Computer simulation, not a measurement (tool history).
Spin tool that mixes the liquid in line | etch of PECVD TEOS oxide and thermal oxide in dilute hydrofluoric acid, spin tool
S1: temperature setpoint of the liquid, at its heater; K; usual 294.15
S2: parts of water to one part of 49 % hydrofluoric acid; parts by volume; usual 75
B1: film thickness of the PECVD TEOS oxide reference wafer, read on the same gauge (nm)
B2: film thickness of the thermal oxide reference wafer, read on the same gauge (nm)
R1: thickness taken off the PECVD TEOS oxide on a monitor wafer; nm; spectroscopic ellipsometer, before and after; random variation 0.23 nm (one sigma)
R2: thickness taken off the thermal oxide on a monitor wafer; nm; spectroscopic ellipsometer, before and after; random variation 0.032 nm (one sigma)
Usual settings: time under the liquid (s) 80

run 1 hour=0.0 | S1=294.15 S2=105 time_under_the_liquid_(s)=80 | B1=140.01 B2=120.070 | R1=18.94 R2=2.902
run 2 hour=57.6 | S1=294.15 S2=75 time_under_the_liquid_(s)=80 | B1=140.00 B2=120.017 | R1=27.84 R2=4.245
run 3 hour=111.3 | S1=294.15 S2=75 time_under_the_liquid_(s)=80 | B1=139.99 B2=120.006 | R1=27.29 R2=4.285
run 4 hour=182.1 | S1=299.15 S2=115 time_under_the_liquid_(s)=65 | B1=139.96 B2=119.993 | R1=16.91 R2=2.606
-- hour=215.8 gauge calibrated
run 5 hour=224.9 | S1=290.15 S2=75 time_under_the_liquid_(s)=30 | B1=139.99 B2=119.976 | R1=8.69 R2=1.333
run 6 hour=294.6 | S1=297.15 S2=85 time_under_the_liquid_(s)=95 | B1=139.97 B2=119.998 | R1=32.30 R2=4.911
-- hour=300.4 thermometer replaced
run 7 hour=359.9 | S1=296.15 S2=105 time_under_the_liquid_(s)=80 | B1=140.03 B2=119.988 | R1=21.95 R2=3.336
run 8 hour=414.8 | S1=294.15 S2=75 time_under_the_liquid_(s)=80 | B1=139.98 B2=119.988 | R1=29.00 R2=4.476
run 9 hour=456.8 | S1=297.65 S2=75 time_under_the_liquid_(s)=45 | B1=140.00 B2=119.998 | R1=18.90 R2=2.869
run 10 hour=508.6 | S1=292.65 S2=60 time_under_the_liquid_(s)=80 | B1=139.99 B2=120.014 | R1=35.01 R2=5.399
run 11 hour=555.0 | S1=294.15 S2=75 time_under_the_liquid_(s)=50 | B1=139.98 B2=119.944 | R1=18.32 R2=2.855
run 12 hour=617.7 | S1=294.15 S2=100 time_under_the_liquid_(s)=80 | B1=139.97 B2=119.945 | R1=21.69 R2=3.248
-- hour=662.0 hydrofluoric acid flow meter replaced
run 13 hour=677.0 | S1=294.15 S2=75 time_under_the_liquid_(s)=80 | B1=139.98 B2=119.978 | R1=29.55 R2=4.503
run 14 hour=712.7 | S1=291.65 S2=50 time_under_the_liquid_(s)=30 | B1=140.01 B2=120.019 | R1=15.22 R2=2.356
run 15 hour=743.2 | S1=294.15 S2=75 time_under_the_liquid_(s)=80 | B1=140.00 B2=119.992 | R1=29.55 R2=4.626
run 16 hour=779.5 | S1=296.65 S2=55 time_under_the_liquid_(s)=80 | B1=139.99 B2=119.991 | R1=46.26 R2=6.986
-- hour=821.8 thermometer replaced, repeated, since the last time left the tool worse
run 17 hour=838.9 | S1=290.15 S2=75 time_under_the_liquid_(s)=80 | B1=140.00 B2=120.023 | R1=22.28 R2=3.379
run 18 hour=903.7 | S1=290.65 S2=75 time_under_the_liquid_(s)=80 | B1=139.98 B2=119.989 | R1=22.76 R2=3.469
run 19 hour=934.5 | S1=292.65 S2=60 time_under_the_liquid_(s)=80 | B1=139.99 B2=120.023 | R1=31.10 R2=4.904
run 20 hour=996.3 | S1=294.15 S2=35 time_under_the_liquid_(s)=105 | B1=139.94 B2=119.974 | R1=78.50 R2=11.851
run 21 hour=1037.6 | S1=294.15 S2=75 time_under_the_liquid_(s)=105 | B1=140.02 B2=119.994 | R1=34.84 R2=5.259
run 22 hour=1107.7 | S1=292.15 S2=65 time_under_the_liquid_(s)=125 | B1=139.99 B2=120.022 | R1=44.98 R2=6.816

The next listed run, before its measurement:
run 23 hour=1174.3 | S1=294.15 S2=75 time_under_the_liquid_(s)=80 | B1=? B2=? | R1=? R2=?

{"run 23": {"B1": 139.99, "B2": 120.03, "R1": 26.33, "R2": 4.045}}
Without the tool's hidden state the same run would have given R1 25.77 nm, R2 3.959 nm.

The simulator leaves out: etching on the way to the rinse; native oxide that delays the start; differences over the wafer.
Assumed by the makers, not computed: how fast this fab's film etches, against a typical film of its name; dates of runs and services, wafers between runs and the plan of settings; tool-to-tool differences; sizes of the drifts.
